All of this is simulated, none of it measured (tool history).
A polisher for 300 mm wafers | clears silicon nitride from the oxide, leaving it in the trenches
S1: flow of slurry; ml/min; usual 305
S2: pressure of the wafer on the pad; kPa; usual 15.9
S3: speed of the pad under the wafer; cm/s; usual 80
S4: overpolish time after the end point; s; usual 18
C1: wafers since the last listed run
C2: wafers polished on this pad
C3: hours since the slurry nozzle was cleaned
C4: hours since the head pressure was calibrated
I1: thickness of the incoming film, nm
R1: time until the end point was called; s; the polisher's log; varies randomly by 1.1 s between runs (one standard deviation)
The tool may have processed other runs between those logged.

Run 1, hour 0.0: usual settings; C1 0; C2 452; C3 333.1; C4 942.5; I1 50.6. Result: R1 101.7 s.
Run 2, hour 34.6: usual settings; C1 307; C2 760; C3 367.7; C4 977.1; I1 49.5. Result: R1 97.4 s.
At hour 60.7: worn pad replaced by a new one.
Run 3, hour 61.2: usual settings; C1 200; C2 4; C3 394.3; C4 1003.7; I1 49.7. Result: R1 100.1 s.
Run 4, hour 95.0: usual settings; C1 300; C2 304; C3 428.1; C4 1037.5; I1 50.3. Result: R1 100.0 s.
Run 5, hour 118.4: usual settings but S4 9 s; C1 207; C2 512; C3 451.5; C4 1060.9; I1 50.4. Result: R1 99.5 s.
Run 6, hour 149.9: usual settings but S2 14.5 kPa; C1 279; C2 791; C3 483.0; C4 1092.4; I1 49.6. Result: R1 110.6 s.
At hour 173.4: worn pad replaced by a new one.
Run 7, hour 178.0: usual settings but S2 14.5 kPa; C1 214; C2 41; C3 511.1; C4 1120.5; I1 50.5. Result: R1 110.6 s.
Run 8, hour 202.0: usual settings but S2 14.5 kPa; C1 213; C2 254; C3 535.1; C4 1144.5; I1 50.7. Result: R1 110.9 s.
Run 9, hour 235.7: usual settings but S1 325 ml/min; C1 299; C2 553; C3 568.8; C4 1178.2; I1 50.1. Result: R1 101.9 s.
Run 10, hour 248.6: usual settings but S1 325 ml/min; C1 114; C2 668; C3 581.7; C4 1191.1; I1 50.7. Result: R1 101.3 s.
At hour 274.9: worn pad replaced by a new one.
Run 11, hour 282.5: usual settings; C1 265; C2 67; C3 615.6; C4 1225.0; I1 49.6. Result: R1 99.5 s.
Run 12, hour 315.2: usual settings but S3 66 cm/s; C1 290; C2 357; C3 648.3; C4 1257.7; I1 49.5. Result: R1 115.0 s.
Run 13, hour 336.1: usual settings but S1 200 ml/min, S2 13.8 kPa; C1 185; C2 543; C3 669.2; C4 1278.6; I1 49.7. Result: R1 120.8 s.
At hour 352.8: slurry nozzle cleaned.
At hour 363.5: worn pad replaced by a new one.
Run 14, hour 370.8: usual settings; C1 263; C2 65; C3 18.0; C4 1313.3; I1 49.2. Result: R1 100.4 s.
Run 15, hour 396.8: usual settings but S1 405 ml/min; C1 230; C2 296; C3 44.0; C4 1339.3; I1 50.1. Result: R1 99.0 s.
At hour 401.3: head pressure recalibrated.
Run 16, hour 416.1: usual settings but S1 210 ml/min, S2 13.8 kPa, S3 58 cm/s; C1 153; C2 449; C3 63.3; C4 14.8; I1 50.2. Result: R1 141.9 s.
Run 17, hour 441.7: usual settings but S2 12.4 kPa, S3 104 cm/s; C1 227; C2 676; C3 88.9; C4 40.4; I1 49.8. Result: R1 94.1 s.
At hour 461.9: worn pad replaced by a new one.
Run 18, hour 462.4: usual settings but S4 14 s; C1 148; C2 4; C3 109.6; C4 61.1; I1 50.8. Result: R1 98.1 s.

Expected results for the next run?
Run 19, hour 475.0: usual settings but S2 13.1 kPa, S3 106 cm/s; C1 111; C2 116; C3 122.2; C4 73.7; I1 50.3. Result: R1 ?.

Run 19 produced R1 87.7 s.
Were there no unlogged condition in the tool, this run, its random variation unchanged, would have produced R1 85.0 s.

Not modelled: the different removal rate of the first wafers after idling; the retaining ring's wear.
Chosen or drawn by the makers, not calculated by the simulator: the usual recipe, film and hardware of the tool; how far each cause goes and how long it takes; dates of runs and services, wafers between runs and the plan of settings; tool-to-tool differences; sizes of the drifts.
